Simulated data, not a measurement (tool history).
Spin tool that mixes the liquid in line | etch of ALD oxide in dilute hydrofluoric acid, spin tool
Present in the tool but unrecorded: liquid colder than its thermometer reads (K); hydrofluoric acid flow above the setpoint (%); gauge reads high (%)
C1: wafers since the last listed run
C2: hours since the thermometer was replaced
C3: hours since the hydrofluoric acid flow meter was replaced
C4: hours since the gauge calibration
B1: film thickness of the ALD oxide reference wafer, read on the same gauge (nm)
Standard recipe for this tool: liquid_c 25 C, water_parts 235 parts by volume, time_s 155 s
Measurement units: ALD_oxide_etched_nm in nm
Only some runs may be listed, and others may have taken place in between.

Run 1, hour 0: usual settings; C1 0; C2 1399.1; C3 1343.1; C4 587; B1 109.99. Result: ALD_oxide_etched_nm 17.75 nm.
Run 2, hour 13.8: usual settings; C1 143; C2 1412.9; C3 1356.9; C4 600.8; B1 109.96. Result: ALD_oxide_etched_nm 17.8 nm.
Run 3, hour 33.3: usual settings; C1 202; C2 1432.4; C3 1376.4; C4 620.3; B1 110.03. Result: ALD_oxide_etched_nm 17.66 nm.
Run 4, hour 45.9: usual settings; C1 130; C2 1445; C3 1389; C4 632.9; B1 110. Result: ALD_oxide_etched_nm 17.86 nm.
Run 5, hour 69.8: usual settings; C1 247; C2 1468.9; C3 1412.9; C4 656.8; B1 110.01. Result: ALD_oxide_etched_nm 17.78 nm.
Run 6, hour 94: usual settings; C1 251; C2 1493.1; C3 1437.1; C4 681; B1 110.02. Result: ALD_oxide_etched_nm 17.61 nm.
Run 7, hour 107.6: usual settings; C1 141; C2 1506.7; C3 1450.7; C4 694.6; B1 109.97. Result: ALD_oxide_etched_nm 17.61 nm.
Run 8, hour 132.2: usual settings; C1 255; C2 1531.3; C3 1475.3; C4 719.2; B1 110. Result: ALD_oxide_etched_nm 17.66 nm.
Run 9, hour 167.8: usual settings; C1 369; C2 1566.9; C3 1510.9; C4 754.8; B1 109.98. Result: ALD_oxide_etched_nm 17.65 nm.
Run 10, hour 185.8: usual settings; C1 186; C2 1584.9; C3 1528.9; C4 772.8; B1 110.04. Result: ALD_oxide_etched_nm 17.59 nm.
At hour 206.5: gauge calibrated.
Run 11, hour 217.1: usual settings but liquid_c 21.5 C, water_parts 330 parts by volume; C1 324; C2 1616.2; C3 1560.2; C4 10.6; B1 110.06. Result: ALD_oxide_etched_nm 10.14 nm.
Run 12, hour 232.2: usual settings but liquid_c 29 C, time_s 90 s; C1 156; C2 1631.3; C3 1575.3; C4 25.7; B1 109.99. Result: ALD_oxide_etched_nm 11.77 nm.
Run 13, hour 263.3: usual settings; C1 322; C2 1662.4; C3 1606.4; C4 56.8; B1 110. Result: ALD_oxide_etched_nm 17.59 nm.
Run 14, hour 289.5: usual settings but water_parts 190 parts by volume, time_s 130 s; C1 271; C2 1688.6; C3 1632.6; C4 83; B1 110.02. Result: ALD_oxide_etched_nm 19.11 nm.
Run 15, hour 315.6: usual settings but liquid_c 27 C, water_parts 150 parts by volume, time_s 200 s; C1 270; C2 1714.7; C3 1658.7; C4 109.1; B1 110.01. Result: ALD_oxide_etched_nm 41.75 nm.
Run 16, hour 336.8: usual settings but water_parts 115 parts by volume, time_s 195 s; C1 219; C2 1735.9; C3 1679.9; C4 130.3; B1 109.99. Result: ALD_oxide_etched_nm 51.19 nm.
Run 17, hour 353.9: usual settings; C1 177; C2 1753; C3 1697; C4 147.4; B1 109.99. Result: ALD_oxide_etched_nm 17.6 nm.
Run 18, hour 406.6: usual settings; C1 546; C2 1805.7; C3 1749.7; C4 200.1; B1 109.99. Result: ALD_oxide_etched_nm 17.45 nm.
At hour 414.8: thermometer replaced.
Run 19, hour 428.4: usual settings but liquid_c 26.5 C; C1 215; C2 13.6; C3 1771.5; C4 221.9; B1 109.99. Result: ALD_oxide_etched_nm 19.86 nm.
Run 20, hour 451: usual settings but liquid_c 22 C, water_parts 115 parts by volume, time_s 60 s; C1 234; C2 36.2; C3 1794.1; C4 244.5; B1 110.04. Result: ALD_oxide_etched_nm 15.01 nm.
At hour 468.8: hydrofluoric acid flow meter replaced.
Run 21, hour 473.1: usual settings but water_parts 130 parts by volume, time_s 195 s; C1 218; C2 58.3; C3 4.3; C4 266.6; B1 110. Result: ALD_oxide_etched_nm 48.01 nm.
Run 22, hour 560.3: usual settings but water_parts 115 parts by volume, time_s 195 s; C1 904; C2 145.5; C3 91.5; C4 353.8; B1 110.01. Result: ALD_oxide_etched_nm 55.03 nm.
Run 23, hour 581.9: usual settings but water_parts 115 parts by volume, time_s 195 s; C1 224; C2 167.1; C3 113.1; C4 375.4; B1 110.02. Result: ALD_oxide_etched_nm 54.68 nm.
Run 24, hour 677.9: usual settings but liquid_c 23.5 C, water_parts 125 parts by volume, time_s 210 s; C1 996; C2 263.1; C3 209.1; C4 471.4; B1 109.99. Result: ALD_oxide_etched_nm 50.53 nm.

How the hidden state differs across the entries between the runs, from the last listed run before each to the first after it:
Runs 10 to 11: gauge calibrated (hour 206.5)
  liquid colder than its thermometer reads (K): 2.08 -> 2.11
  measured less the result without the state, ALD_oxide_etched_nm: -1.37 -> -0.8 nm
Runs 18 to 19: thermometer replaced (hour 414.8)
  liquid colder than its thermometer reads (K): 2.35 -> 0.279
  measured less the result without the state, ALD_oxide_etched_nm: -1.55 -> -0.19 nm
Runs 20 to 21: hydrofluoric acid flow meter replaced (hour 468.8)
  liquid colder than its thermometer reads (K): 0.308 -> 0.336
  measured less the result without the state, ALD_oxide_etched_nm: -0.19 -> -0.64 nm
